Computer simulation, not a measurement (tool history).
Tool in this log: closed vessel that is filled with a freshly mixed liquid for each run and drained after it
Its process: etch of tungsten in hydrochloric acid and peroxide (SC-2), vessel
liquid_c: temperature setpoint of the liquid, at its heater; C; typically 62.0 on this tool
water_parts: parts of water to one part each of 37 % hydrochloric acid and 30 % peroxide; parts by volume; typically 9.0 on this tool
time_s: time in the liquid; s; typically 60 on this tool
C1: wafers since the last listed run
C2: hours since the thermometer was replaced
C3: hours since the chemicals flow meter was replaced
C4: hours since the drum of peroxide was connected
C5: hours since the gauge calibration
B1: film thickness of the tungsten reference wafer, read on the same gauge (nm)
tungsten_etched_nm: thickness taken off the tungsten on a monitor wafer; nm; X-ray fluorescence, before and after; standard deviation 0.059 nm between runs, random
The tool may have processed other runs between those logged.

{"run": 1, "hour": 0.0, "liquid_c": 62.0, "water_parts": 9.0, "time_s": 60, "C1": 0, "C2": 334.6, "C3": 1137.6, "C4": 739.1, "C5": 1735.9, "B1": 119.98, "tungsten_etched_nm": 17.85}
{"run": 2, "hour": 64.9, "liquid_c": 62.0, "water_parts": 9.0, "time_s": 60, "C1": 6085, "C2": 399.5, "C3": 1202.5, "C4": 804.0, "C5": 1800.8, "B1": 120.05, "tungsten_etched_nm": 17.71}
{"run": 3, "hour": 93.9, "liquid_c": 62.0, "water_parts": 9.0, "time_s": 60, "C1": 2719, "C2": 428.5, "C3": 1231.5, "C4": 833.0, "C5": 1829.8, "B1": 119.98, "tungsten_etched_nm": 17.74}
{"hour": 154.8, "done": "thermometer replaced"}
{"run": 4, "hour": 156.0, "liquid_c": 62.0, "water_parts": 9.0, "time_s": 60, "C1": 5729, "C2": 1.2, "C3": 1293.6, "C4": 895.1, "C5": 1891.9, "B1": 119.94, "tungsten_etched_nm": 17.55}
{"hour": 191.2, "done": "gauge calibrated"}
{"run": 5, "hour": 216.2, "liquid_c": 62.0, "water_parts": 9.0, "time_s": 60, "C1": 5644, "C2": 61.4, "C3": 1353.8, "C4": 955.3, "C5": 25.0, "B1": 120.0, "tungsten_etched_nm": 17.74}
{"run": 6, "hour": 262.5, "liquid_c": 62.0, "water_parts": 9.0, "time_s": 60, "C1": 4341, "C2": 107.7, "C3": 1400.1, "C4": 1001.6, "C5": 71.3, "B1": 120.01, "tungsten_etched_nm": 17.51}
{"hour": 303.8, "done": "new drum of peroxide connected"}
{"run": 7, "hour": 327.8, "liquid_c": 62.0, "water_parts": 9.0, "time_s": 60, "C1": 6029, "C2": 173.0, "C3": 1465.4, "C4": 24.0, "C5": 136.6, "B1": 120.04, "tungsten_etched_nm": 18.3}
{"run": 8, "hour": 374.6, "liquid_c": 54.0, "water_parts": 9.0, "time_s": 60, "C1": 4388, "C2": 219.8, "C3": 1512.2, "C4": 70.8, "C5": 183.4, "B1": 119.96, "tungsten_etched_nm": 10.97}
{"run": 9, "hour": 403.4, "liquid_c": 62.0, "water_parts": 9.0, "time_s": 60, "C1": 2700, "C2": 248.6, "C3": 1541.0, "C4": 99.6, "C5": 212.2, "B1": 120.01, "tungsten_etched_nm": 18.1}
{"run": 10, "hour": 460.2, "liquid_c": 56.0, "water_parts": 9.0, "time_s": 75, "C1": 5326, "C2": 305.4, "C3": 1597.8, "C4": 156.4, "C5": 269.0, "B1": 120.0, "tungsten_etched_nm": 15.54}
{"run": 11, "hour": 530.1, "liquid_c": 58.5, "water_parts": 9.0, "time_s": 60, "C1": 6554, "C2": 375.3, "C3": 1667.7, "C4": 226.3, "C5": 338.9, "B1": 120.0, "tungsten_etched_nm": 14.56}
{"run": 12, "hour": 594.4, "liquid_c": 69.5, "water_parts": 9.0, "time_s": 50, "C1": 6029, "C2": 439.6, "C3": 1732.0, "C4": 290.6, "C5": 403.2, "B1": 120.03, "tungsten_etched_nm": 23.68}
{"run": 13, "hour": 619.6, "liquid_c": 62.0, "water_parts": 9.0, "time_s": 70, "C1": 2362, "C2": 464.8, "C3": 1757.2, "C4": 315.8, "C5": 428.4, "B1": 119.99, "tungsten_etched_nm": 20.93}
{"run": 14, "hour": 672.9, "liquid_c": 62.0, "water_parts": 10.5, "time_s": 60, "C1": 4997, "C2": 518.1, "C3": 1810.5, "C4": 369.1, "C5": 481.7, "B1": 120.07, "tungsten_etched_nm": 15.72}
{"hour": 713.5, "done": "thermometer replaced"}
{"run": 15, "hour": 767.4, "liquid_c": 62.0, "water_parts": 9.0, "time_s": 60, "C1": 8767, "C2": 53.9, "C3": 1905.0, "C4": 463.6, "C5": 576.2, "B1": 120.04, "tungsten_etched_nm": 17.84}
{"run": 16, "hour": 818.2, "liquid_c": 62.0, "water_parts": 9.0, "time_s": 75, "C1": 4763, "C2": 104.7, "C3": 1955.8, "C4": 514.4, "C5": 627.0, "B1": 120.02, "tungsten_etched_nm": 22.4}
{"run": 17, "hour": 862.9, "liquid_c": 62.0, "water_parts": 9.0, "time_s": 90, "C1": 4191, "C2": 149.4, "C3": 2000.5, "C4": 559.1, "C5": 671.7, "B1": 119.97, "tungsten_etched_nm": 26.86}
{"run": 18, "hour": 914.0, "liquid_c": 65.0, "water_parts": 7.0, "time_s": 50, "C1": 4791, "C2": 200.5, "C3": 2051.6, "C4": 610.2, "C5": 722.8, "B1": 120.01, "tungsten_etched_nm": 21.87}
{"hour": 942.0, "done": "chemicals flow meter replaced"}
{"run": 19, "hour": 946.1, "liquid_c": 55.0, "water_parts": 9.0, "time_s": 50, "C1": 2916, "C2": 232.6, "C3": 4.1, "C4": 642.3, "C5": 754.9, "B1": 119.98, "tungsten_etched_nm": 9.52}
{"run": 20, "hour": 976.8, "liquid_c": 62.0, "water_parts": 11.0, "time_s": 60, "C1": 2878, "C2": 263.3, "C3": 34.8, "C4": 673.0, "C5": 785.6, "B1": 119.99, "tungsten_etched_nm": 14.98}
{"run": 21, "hour": 1029.1, "liquid_c": 62.0, "water_parts": 9.0, "time_s": 60, "C1": 4904, "C2": 315.6, "C3": 87.1, "C4": 725.3, "C5": 837.9, "B1": 120.0, "tungsten_etched_nm": 17.65}
{"run": 22, "hour": 1062.7, "liquid_c": 58.5, "water_parts": 9.0, "time_s": 75, "C1": 3150, "C2": 349.2, "C3": 120.7, "C4": 758.9, "C5": 871.5, "B1": 120.01, "tungsten_etched_nm": 17.81}
{"run": 23, "hour": 1120.5, "liquid_c": 62.0, "water_parts": 13.0, "time_s": 60, "C1": 5419, "C2": 407.0, "C3": 178.5, "C4": 816.7, "C5": 929.3, "B1": 120.02, "tungsten_etched_nm": 12.89}
{"hour": 1205.1, "done": "new drum of peroxide connected"}
{"run": 24, "hour": 1304.9, "liquid_c": 62.0, "water_parts": 9.0, "time_s": 85, "C1": 17197, "C2": 591.4, "C3": 362.9, "C4": 99.8, "C5": 1113.7, "B1": 119.99, "tungsten_etched_nm": 25.97}
{"hour": 1339.8, "done": "thermometer replaced"}
{"run": 25, "hour": 1376.0, "liquid_c": 53.0, "water_parts": 8.0, "time_s": 35, "C1": 6573, "C2": 36.2, "C3": 434.0, "C4": 170.9, "C5": 1184.8, "B1": 120.03, "tungsten_etched_nm": 6.58}
{"run": 26, "hour": 1423.7, "liquid_c": 62.0, "water_parts": 9.0, "time_s": 60, "C1": 4472, "C2": 83.9, "C3": 481.7, "C4": 218.6, "C5": 1232.5, "B1": 120.0, "tungsten_etched_nm": 18.21}
{"run": 27, "hour": 1469.0, "liquid_c": 62.0, "water_parts": 9.0, "time_s": 70, "C1": 4247, "C2": 129.2, "C3": 527.0, "C4": 263.9, "C5": 1277.8, "B1": 120.03, "tungsten_etched_nm": 21.21}
{"run": 28, "hour": 1513.7, "liquid_c": 62.0, "water_parts": 9.0, "time_s": 60, "C1": 4191, "C2": 173.9, "C3": 571.7, "C4": 308.6, "C5": 1322.5, "B1": 120.02, "tungsten_etched_nm": 18.16}
{"run": 29, "hour": 1547.2, "liquid_c": 53.0, "water_parts": 13.0, "time_s": 50, "C1": 3141, "C2": 207.4, "C3": 605.2, "C4": 342.1, "C5": 1356.0, "B1": 120.01, "tungsten_etched_nm": 6.24}
{"run": 30, "hour": 1613.0, "liquid_c": 66.5, "water_parts": 6.5, "time_s": 75, "C1": 6169, "C2": 273.2, "C3": 671.0, "C4": 407.9, "C5": 1421.8, "B1": 119.98, "tungsten_etched_nm": 38.79}

Predict each of these 4 candidate next runs independently; none follows another, all start after run 30:
{"run": "A", "hour": 1613.7, "liquid_c": 62.0, "water_parts": 9.0, "time_s": 60, "C1": 65, "C2": 273.9, "C3": 671.7, "C4": 408.6, "C5": 1422.5, "B1": "?", "tungsten_etched_nm": "?"}
{"run": "B", "hour": 1613.7, "liquid_c": 62.0, "water_parts": 10.5, "time_s": 40, "C1": 65, "C2": 273.9, "C3": 671.7, "C4": 408.6, "C5": 1422.5, "B1": "?", "tungsten_etched_nm": "?"}
{"run": "C", "hour": 1613.7, "liquid_c": 69.5, "water_parts": 11.5, "time_s": 60, "C1": 65, "C2": 273.9, "C3": 671.7, "C4": 408.6, "C5": 1422.5, "B1": "?", "tungsten_etched_nm": "?"}
{"run": "D", "hour": 1613.7, "liquid_c": 52.5, "water_parts": 9.0, "time_s": 60, "C1": 65, "C2": 273.9, "C3": 671.7, "C4": 408.6, "C5": 1422.5, "B1": "?", "tungsten_etched_nm": "?"}

run=A B1=120.02 tungsten_etched_nm=18.10
run=B B1=120.02 tungsten_etched_nm=10.62
run=C B1=120.02 tungsten_etched_nm=23.23
run=D B1=120.02 tungsten_etched_nm=9.87
Take away the tool's hidden state, keep each run's random variation, and the runs would have read:
run=A tungsten_etched_nm=18.45
run=B tungsten_etched_nm=10.82
run=C tungsten_etched_nm=23.69
run=D tungsten_etched_nm=10.06
